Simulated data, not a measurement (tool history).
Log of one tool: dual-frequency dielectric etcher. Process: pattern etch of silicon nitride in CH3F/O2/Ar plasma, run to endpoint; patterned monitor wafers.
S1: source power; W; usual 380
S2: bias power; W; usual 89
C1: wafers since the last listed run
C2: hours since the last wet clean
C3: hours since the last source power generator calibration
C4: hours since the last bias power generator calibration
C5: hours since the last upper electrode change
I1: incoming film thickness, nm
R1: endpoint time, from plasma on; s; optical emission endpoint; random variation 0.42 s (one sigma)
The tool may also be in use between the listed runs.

run,hour,S1,S2,C1,C2,C3,C4,C5,I1,R1
1,0.0,380,89,0,256.6,2442.9,4357.4,5440.2,39.86,56.2
2,9.6,380,98,81,266.2,2452.5,4367.0,5449.8,39.67,53.4
3,21.7,380,98,102,278.3,2464.6,4379.1,5461.9,39.81,53.7
4,38.7,380,98,143,295.3,2481.6,4396.1,5478.9,39.86,54.2
5,50.2,380,89,97,306.8,2493.1,4407.6,5490.4,39.93,57.0
6,60.3,380,89,85,316.9,2503.2,4417.7,5500.5,39.68,56.7
7,70.9,380,89,89,327.5,2513.8,4428.3,5511.1,39.59,56.7
8,96.9,380,74,220,353.5,2539.8,4454.3,5537.1,40.26,63.0
9,108.5,380,74,98,365.1,2551.4,4465.9,5548.7,39.42,63.0
# hour 120.9: source power generator calibrated
10,121.4,380,89,75,378.0,0.5,4478.8,5561.6,39.72,56.7
11,127.6,380,89,52,384.2,6.7,4485.0,5567.8,39.61,57.0
12,133.9,350,89,53,390.5,13.0,4491.3,5574.1,39.88,59.8
13,140.3,350,89,54,396.9,19.4,4497.7,5580.5,40.04,59.7
# hour 146.9: bias power generator calibrated
14,147.4,380,89,26,404.0,26.5,0.5,5587.6,39.30,56.4
15,164.1,480,77,141,420.7,43.2,17.2,5604.3,39.89,57.3
16,178.6,380,89,122,435.2,57.7,31.7,5618.8,39.68,57.3
17,185.8,380,74,60,442.4,64.9,38.9,5626.0,39.37,63.5
18,200.9,420,81,127,457.5,80.0,54.0,5641.1,39.47,56.9
# hour 233.5: wet clean of the chamber
19,243.9,380,89,160,10.4,123.0,97.0,5684.1,39.67,54.8
20,273.9,380,103,254,40.4,153.0,127.0,5714.1,39.65,50.8
# hour 304.3: upper electrode replaced
21,304.8,430,99,58,71.3,183.9,157.9,0.5,39.75,49.1
22,305.7,320,111,7,72.2,184.8,158.8,1.4,40.05,53.1
23,315.4,290,77,82,81.9,194.5,168.5,11.1,40.16,66.8
24,330.3,420,89,126,96.8,209.4,183.4,26.0,39.81,53.7
25,345.6,340,73,129,112.1,224.7,198.7,41.3,40.21,64.0
26,357.9,290,89,104,124.4,237.0,211.0,53.6,40.08,61.8
27,369.7,380,76,99,136.2,248.8,222.8,65.4,39.56,60.5
28,383.9,380,89,120,150.4,263.0,237.0,79.6,40.02,55.9
29,390.2,380,108,53,156.7,269.3,243.3,85.9,39.47,50.3

Forecast each of these 4 alternatives for the next run:
A,390.6,380,89,3,157.1,269.7,243.7,86.3,39.52,?
B,390.6,450,68,3,157.1,269.7,243.7,86.3,39.52,?
C,390.6,460,96,3,157.1,269.7,243.7,86.3,39.52,?
D,390.6,330,96,3,157.1,269.7,243.7,86.3,39.52,?

run,R1
A,55.3
B,60.0
C,49.5
D,56.1
Without the tool's hidden state the same runs would have given:
run,R1
A,54.3
B,58.9
C,48.6
D,55.1
